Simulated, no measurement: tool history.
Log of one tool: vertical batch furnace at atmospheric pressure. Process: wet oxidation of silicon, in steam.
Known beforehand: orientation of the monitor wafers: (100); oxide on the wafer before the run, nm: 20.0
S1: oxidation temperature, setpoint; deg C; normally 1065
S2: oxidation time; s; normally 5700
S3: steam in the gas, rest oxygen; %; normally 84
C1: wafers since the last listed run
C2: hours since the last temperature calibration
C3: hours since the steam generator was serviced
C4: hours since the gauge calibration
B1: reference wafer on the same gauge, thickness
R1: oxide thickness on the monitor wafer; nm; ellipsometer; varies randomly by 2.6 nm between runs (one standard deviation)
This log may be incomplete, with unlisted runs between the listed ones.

{"run": 1, "day": 0.0, "S1": 1065, "S2": 5700, "S3": 79, "C1": 0, "C2": 4763.2, "C3": 979.8, "C4": 229, "B1": 724.22, "R1": 655.47}
{"run": 2, "day": 0.612, "S1": 1065, "S2": 5700, "S3": 79, "C1": 137, "C2": 4777.9, "C3": 994.5, "C4": 243.7, "B1": 723.96, "R1": 658.72}
{"run": 3, "day": 1.754, "S1": 1065, "S2": 5700, "S3": 79, "C1": 256, "C2": 4805.3, "C3": 1021.9, "C4": 271.1, "B1": 726.07, "R1": 656.82}
{"run": 4, "day": 2.342, "S1": 1065, "S2": 7530, "S3": 84, "C1": 132, "C2": 4819.4, "C3": 1036, "C4": 285.2, "B1": 724.65, "R1": 797.48}
{"run": 5, "day": 3.167, "S1": 1065, "S2": 7530, "S3": 84, "C1": 185, "C2": 4839.2, "C3": 1055.8, "C4": 305, "B1": 724.66, "R1": 797.77}
{"run": 6, "day": 3.854, "S1": 1065, "S2": 5700, "S3": 76, "C1": 154, "C2": 4855.7, "C3": 1072.3, "C4": 321.5, "B1": 725.91, "R1": 644.75}
{"day": 4.071, "done": "gauge calibrated"}
{"run": 7, "day": 4.675, "S1": 1065, "S2": 5700, "S3": 84, "C1": 184, "C2": 4875.4, "C3": 1092, "C4": 14.5, "B1": 725.12, "R1": 680.73}
{"run": 8, "day": 5.183, "S1": 1046, "S2": 4800, "S3": 84, "C1": 114, "C2": 4887.6, "C3": 1104.2, "C4": 26.7, "B1": 723.96, "R1": 563.09}
{"run": 9, "day": 5.554, "S1": 1065, "S2": 5700, "S3": 91, "C1": 83, "C2": 4896.5, "C3": 1113.1, "C4": 35.6, "B1": 725.74, "R1": 712.43}
{"run": 10, "day": 6.342, "S1": 1065, "S2": 5700, "S3": 91, "C1": 177, "C2": 4915.4, "C3": 1132, "C4": 54.5, "B1": 725.97, "R1": 712}
{"run": 11, "day": 7.033, "S1": 1065, "S2": 5700, "S3": 84, "C1": 155, "C2": 4932, "C3": 1148.6, "C4": 71.1, "B1": 724.56, "R1": 677.57}
{"run": 12, "day": 7.338, "S1": 1065, "S2": 5700, "S3": 84, "C1": 68, "C2": 4939.3, "C3": 1155.9, "C4": 78.4, "B1": 724.91, "R1": 682.37}
{"run": 13, "day": 8.004, "S1": 1065, "S2": 5700, "S3": 84, "C1": 149, "C2": 4955.3, "C3": 1171.9, "C4": 94.4, "B1": 724.8, "R1": 679.37}
{"run": 14, "day": 8.408, "S1": 1051, "S2": 5700, "S3": 84, "C1": 90, "C2": 4965, "C3": 1181.6, "C4": 104.1, "B1": 724.21, "R1": 636.09}
{"run": 15, "day": 8.858, "S1": 1065, "S2": 4770, "S3": 84, "C1": 101, "C2": 4975.8, "C3": 1192.4, "C4": 114.9, "B1": 724.2, "R1": 611.66}
{"run": 16, "day": 9.388, "S1": 1065, "S2": 4770, "S3": 84, "C1": 118, "C2": 4988.5, "C3": 1205.1, "C4": 127.6, "B1": 723.67, "R1": 614.64}
{"day": 10.654, "done": "thermocouples replaced and temperature profile calibrated"}
{"run": 17, "day": 10.675, "S1": 1065, "S2": 4770, "S3": 84, "C1": 64, "C2": 0.5, "C3": 1236, "C4": 158.5, "B1": 724, "R1": 611.66}
{"run": 18, "day": 10.871, "S1": 1065, "S2": 5700, "S3": 84, "C1": 44, "C2": 5.2, "C3": 1240.7, "C4": 163.2, "B1": 725.28, "R1": 680.97}
{"run": 19, "day": 11.071, "S1": 1042, "S2": 5700, "S3": 84, "C1": 44, "C2": 10, "C3": 1245.5, "C4": 168, "B1": 726.07, "R1": 607.85}
{"day": 12.521, "done": "steam generator serviced"}
{"run": 20, "day": 12.542, "S1": 1044, "S2": 7500, "S3": 84, "C1": 105, "C2": 45.3, "C3": 0.5, "C4": 203.3, "B1": 726.94, "R1": 763.06}
{"run": 21, "day": 12.738, "S1": 1065, "S2": 4260, "S3": 94, "C1": 44, "C2": 50, "C3": 5.2, "C4": 208, "B1": 724.85, "R1": 637.15}
{"run": 22, "day": 12.933, "S1": 1065, "S2": 5700, "S3": 84, "C1": 44, "C2": 54.7, "C3": 9.9, "C4": 212.7, "B1": 723.89, "R1": 707.79}
{"run": 23, "day": 13.412, "S1": 1077, "S2": 4350, "S3": 87, "C1": 107, "C2": 66.2, "C3": 21.4, "C4": 224.2, "B1": 724.58, "R1": 657.14}
{"run": 24, "day": 14.062, "S1": 1047, "S2": 5700, "S3": 79, "C1": 146, "C2": 81.8, "C3": 37, "C4": 239.8, "B1": 724.63, "R1": 631.84}
{"run": 25, "day": 14.375, "S1": 1065, "S2": 5700, "S3": 84, "C1": 70, "C2": 89.3, "C3": 44.5, "C4": 247.3, "B1": 724.42, "R1": 703.95}
{"run": 26, "day": 15.104, "S1": 1065, "S2": 5700, "S3": 75, "C1": 163, "C2": 106.8, "C3": 62, "C4": 264.8, "B1": 725.73, "R1": 664.73}
{"day": 15.242, "done": "gauge calibrated"}
{"run": 27, "day": 15.417, "S1": 1052, "S2": 6420, "S3": 75, "C1": 70, "C2": 114.3, "C3": 69.5, "C4": 4.2, "B1": 725.62, "R1": 670.16}
{"run": 28, "day": 15.967, "S1": 1052, "S2": 3360, "S3": 75, "C1": 123, "C2": 127.5, "C3": 82.7, "C4": 17.4, "B1": 724.25, "R1": 454.91}
{"run": 29, "day": 16.596, "S1": 1051, "S2": 5700, "S3": 84, "C1": 141, "C2": 142.6, "C3": 97.8, "C4": 32.5, "B1": 724.97, "R1": 662.45}
{"run": 30, "day": 17.133, "S1": 1065, "S2": 5700, "S3": 84, "C1": 120, "C2": 155.5, "C3": 110.7, "C4": 45.4, "B1": 725.29, "R1": 704.83}
{"run": 31, "day": 17.671, "S1": 1065, "S2": 7230, "S3": 84, "C1": 120, "C2": 168.4, "C3": 123.6, "C4": 58.3, "B1": 725.18, "R1": 807.58}
{"run": 32, "day": 19.383, "S1": 1074, "S2": 5700, "S3": 84, "C1": 385, "C2": 209.5, "C3": 164.7, "C4": 99.4, "B1": 723.43, "R1": 728.87}
{"run": 33, "day": 19.908, "S1": 1065, "S2": 5700, "S3": 84, "C1": 118, "C2": 222.1, "C3": 177.3, "C4": 112, "B1": 724.47, "R1": 701.54}
{"run": 34, "day": 20.275, "S1": 1057, "S2": 8430, "S3": 77, "C1": 82, "C2": 230.9, "C3": 186.1, "C4": 120.8, "B1": 725.22, "R1": 805.84}
{"run": 35, "day": 20.829, "S1": 1065, "S2": 5700, "S3": 74, "C1": 124, "C2": 244.2, "C3": 199.4, "C4": 134.1, "B1": 725.62, "R1": 653.3}
{"run": 36, "day": 21.358, "S1": 1065, "S2": 5700, "S3": 84, "C1": 118, "C2": 256.9, "C3": 212.1, "C4": 146.8, "B1": 725.56, "R1": 698.54}
{"run": 37, "day": 21.775, "S1": 1065, "S2": 2940, "S3": 74, "C1": 93, "C2": 266.9, "C3": 222.1, "C4": 156.8, "B1": 726.16, "R1": 439.08}

Alternative continuations, all from the tool just after run 37; predict every row:
{"run": "A", "day": 21.975, "S1": 1065, "S2": 7260, "S3": 84, "C1": 44, "C2": 271.7, "C3": 226.9, "C4": 161.6, "B1": "?", "R1": "?"}
{"run": "B", "day": 21.975, "S1": 1081, "S2": 4740, "S3": 84, "C1": 44, "C2": 271.7, "C3": 226.9, "C4": 161.6, "B1": "?", "R1": "?"}
{"run": "C", "day": 21.975, "S1": 1082, "S2": 5700, "S3": 84, "C1": 44, "C2": 271.7, "C3": 226.9, "C4": 161.6, "B1": "?", "R1": "?"}
{"run": "D", "day": 21.975, "S1": 1046, "S2": 5700, "S3": 88, "C1": 44, "C2": 271.7, "C3": 226.9, "C4": 161.6, "B1": "?", "R1": "?"}
{"run": "E", "day": 21.975, "S1": 1084, "S2": 4110, "S3": 84, "C1": 44, "C2": 271.7, "C3": 226.9, "C4": 161.6, "B1": "?", "R1": "?"}

run=A B1=725.19 R1=799.33
run=B B1=725.19 R1=671.76
run=C B1=725.19 R1=748
run=D B1=725.19 R1=655.77
run=E B1=725.19 R1=627.42
Take away the tool's hidden state, keep each run's random variation, and the runs would have read:
run=A R1=819.79
run=B R1=688.96
run=C R1=766.95
run=D R1=673.27
run=E R1=643.53

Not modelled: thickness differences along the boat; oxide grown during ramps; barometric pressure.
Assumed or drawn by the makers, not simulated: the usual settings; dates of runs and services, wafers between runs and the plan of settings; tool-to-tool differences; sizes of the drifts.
